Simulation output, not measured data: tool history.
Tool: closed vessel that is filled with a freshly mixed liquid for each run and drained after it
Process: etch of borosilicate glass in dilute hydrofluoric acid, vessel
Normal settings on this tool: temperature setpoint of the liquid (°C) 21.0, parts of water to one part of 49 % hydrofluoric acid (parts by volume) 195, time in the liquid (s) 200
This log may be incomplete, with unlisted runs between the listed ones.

run	day	temperature setpoint of the liquid (°C)	parts of water to one part of 49 % hydrofluoric acid (parts by volume)	time in the liquid (s)	wafers since the last listed run	hours since the thermometer was replaced	hours since the hydrofluoric acid flow meter was replaced	hours since the gauge calibration	read-back film thickness of the borosilicate glass reference wafer, read on the same gauge (nm)	thickness taken off the borosilicate glass on a monitor wafer (nm)
1	0.000	24.5	195	200	0	2295.8	1258.2	390.3	79.99	24.73
2	0.712	24.5	195	200	942	2312.9	1275.3	407.4	80.00	24.68
3	1.354	21.0	195	200	849	2328.3	1290.7	422.8	80.01	21.64
4	1.671	21.0	195	200	419	2335.9	1298.3	430.4	80.00	21.21
# day 2.021: thermometer replaced
5	2.083	21.0	195	200	490	1.5	1308.2	440.3	80.01	21.47
6	2.746	21.0	195	200	876	17.4	1324.1	456.2	79.99	21.47
7	3.379	21.0	195	200	838	32.6	1339.3	471.4	80.02	21.49
8	3.921	21.0	195	200	716	45.6	1352.3	484.4	80.00	21.72
9	4.596	21.0	195	200	893	61.8	1368.5	500.6	79.99	21.40
10	4.867	21.0	195	200	358	68.3	1375.0	507.1	80.00	21.51
11	5.275	21.0	195	170	540	78.1	1384.8	516.9	80.00	18.26
12	5.992	19.0	110	200	948	95.3	1402.0	534.1	80.00	38.67
13	6.517	18.0	110	200	694	107.9	1414.6	546.7	80.01	36.61
14	7.075	17.0	280	200	738	121.3	1428.0	560.1	80.01	11.69
15	7.692	18.0	240	135	816	136.1	1442.8	574.9	80.00	10.05
16	8.012	21.0	195	200	424	143.8	1450.5	582.6	79.98	21.17
# day 8.596: hydrofluoric acid flow meter replaced
# day 8.838: gauge calibrated
17	9.471	17.0	250	300	1874	178.8	21.0	15.2	80.02	22.76
18	9.867	18.0	195	200	523	188.3	30.5	24.7	80.01	21.08
19	10.171	21.0	195	200	402	195.6	37.8	32.0	79.99	24.00
20	10.621	23.5	115	260	595	206.4	48.6	42.8	80.01	63.57
21	11.188	19.0	195	200	749	220.0	62.2	56.4	80.00	22.02
22	11.450	21.0	195	200	347	226.3	68.5	62.7	80.00	23.91
23	11.954	21.0	125	315	667	238.4	80.6	74.8	80.00	62.82
24	12.629	24.5	265	245	893	254.6	96.8	91.0	79.99	22.68
25	13.196	21.0	195	200	749	268.2	110.4	104.6	80.01	23.87
26	13.650	19.0	195	200	601	279.1	121.3	115.5	79.98	22.11
27	13.908	25.5	230	125	341	285.3	127.5	121.7	80.03	14.42
28	14.388	18.5	195	105	634	296.8	139.0	133.2	80.01	11.33
29	14.796	24.5	105	245	540	306.6	148.8	143.0	80.00	69.05
30	15.350	21.0	270	235	733	319.9	162.1	156.3	79.99	18.73
31	15.867	17.0	195	200	683	332.3	174.5	168.7	79.97	20.31
32	16.429	19.5	245	170	744	345.8	188.0	182.2	80.00	14.48
33	16.812	21.0	240	200	507	355.0	197.2	191.4	80.01	18.21
34	17.446	21.0	195	200	838	370.2	212.4	206.6	79.98	23.54

Each row is a separate what-if for the run after 34, all from the same tool condition, not one after another. Results?
A	17.475	21.0	195	200	38	370.9	213.1	207.3	?	?
B	17.475	17.5	110	200	38	370.9	213.1	207.3	?	?
C	17.475	25.5	140	200	38	370.9	213.1	207.3	?	?

run	read-back film thickness of the borosilicate glass reference wafer, read on the same gauge (nm)	thickness taken off the borosilicate glass on a monitor wafer (nm)
A	80.03	23.26
B	80.03	39.16
C	80.03	40.88
Without the tool's hidden state the same runs would have given:
run	thickness taken off the borosilicate glass on a monitor wafer (nm)
A	23.85
B	40.08
C	41.89
